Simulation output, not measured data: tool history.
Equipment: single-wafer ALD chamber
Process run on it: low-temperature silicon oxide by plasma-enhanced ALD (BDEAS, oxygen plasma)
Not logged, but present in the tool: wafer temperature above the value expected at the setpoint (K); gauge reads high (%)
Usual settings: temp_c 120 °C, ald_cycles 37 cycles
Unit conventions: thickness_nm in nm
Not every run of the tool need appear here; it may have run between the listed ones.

run     day  temp_c  ald_cycles  wafers since the last listed run  hours since the last thermocouple change  hours since the gauge calibration  read-back reference wafer on the same gauge, thickness_nm  thickness_nm
  1       0     120          35                                 0                                     439.5                              689.6                                                      4.993         4.629
  2     1.8     109          31                               239                                     482.7                              732.8                                                      4.989         4.216
  3   3.258     109          31                               193                                     517.7                              767.8                                                      4.987         4.217
  4   4.729     109          31                               195                                       553                              803.1                                                      4.986         4.213
  5   7.021     120          37                               304                                       608                              858.1                                                      4.993         4.884
  6   7.796     120          37                               103                                     626.6                              876.7                                                       4.99         4.894
  7   8.296     128          37                                66                                     638.6                              888.7                                                       4.99         4.854
  8   8.971     120          37                                89                                     654.8                              904.9                                                      4.997         4.942
  9   9.617     116          37                                85                                     670.3                              920.4                                                      4.994          4.92
 10  10.592     116          37                               129                                     693.7                              943.8                                                      4.988         4.917
 11  11.833     113          41                               165                                     723.5                              973.6                                                      4.992         5.494
 12  15.112     113          41                               436                                     802.2                             1052.3                                                      4.984         5.502
 13  16.342     120          37                               163                                     831.7                             1081.8                                                       4.99         4.927
 14  17.192     120          37                               113                                     852.1                             1102.2                                                      4.986         4.898
 15  17.792     120          37                                79                                     866.5                             1116.6                                                      4.988         4.902
 16  18.525     120          37                                97                                     884.1                             1134.2                                                      4.985         4.921
 17  22.038     120          37                               467                                     968.4                             1218.5                                                       4.99         4.877
 18  22.996     125          39                               127                                     991.4                             1241.5                                                      4.988         5.138
     23.708  -- gauge calibrated
 19   23.75     127          44                               100                                    1009.5                                  1                                                      4.989          5.77
 20  25.196     120          37                               192                                    1044.2                               35.7                                                      4.998         4.904
 21  26.096     120          42                               119                                    1065.8                               57.3                                                      4.997         5.573
 22  26.817     109          31                                95                                    1083.1                               74.6                                                      4.986         4.174
 23  27.871     120          37                               140                                    1108.4                               99.9                                                      4.985         4.928
 24  29.317     120          31                               192                                    1143.1                              134.6                                                      4.994         4.119
     30.888  -- thermocouple changed; heater temperature recalibrated
 25  30.908     120          37                               167                                       0.5                              172.8                                                      4.994         4.932
 26  31.725     120          37                               108                                      20.1                              192.4                                                      4.995         4.881
 27  33.062     120          37                               177                                      52.2                              224.5                                                      4.982         4.921
 28  34.179     120          42                               148                                        79                              251.3                                                      4.979          5.56
 29  35.579     124          40                               186                                     112.6                              284.9                                                      4.999         5.283
 30  36.767     120          39                               157                                     141.1                              313.4                                                      4.993         5.214
 31  37.667     128          41                               119                                     162.7                                335                                                      4.989         5.438
 32  38.279     126          42                                81                                     177.4                              349.7                                                      4.997         5.491
 33  39.071     120          37                               105                                     196.4                              368.7                                                      4.985         4.909
 34  39.883     128          33                               108                                     215.9                              388.2                                                      4.991         4.299
 35  40.633     120          43                                99                                     233.9                              406.2                                                      4.998         5.722

What if the next run were any one of these 5? Each begins from the tool's condition after run 35:
  A  40.654     120          33                                 2                                     234.4                              406.7                                                          ?             ?
  B  40.654     132          34                                 2                                     234.4                              406.7                                                          ?             ?
  C  40.654     126          40                                 2                                     234.4                              406.7                                                          ?             ?
  D  40.654     106          42                                 2                                     234.4                              406.7                                                          ?             ?
  E  40.654     127          32                                 2                                     234.4                              406.7                                                          ?             ?

run  read-back reference wafer on the same gauge, thickness_nm  thickness_nm
  A                                                      4.989         4.401
  B                                                      4.989         4.439
  C                                                      4.989         5.278
  D                                                      4.989         5.739
  E                                                      4.989         4.215
With the hidden condition removed and each run's random variation left untouched, the same runs would have given:
run  thickness_nm
  A         4.401
  B         4.439
  C         5.278
  D         5.739
  E         4.215
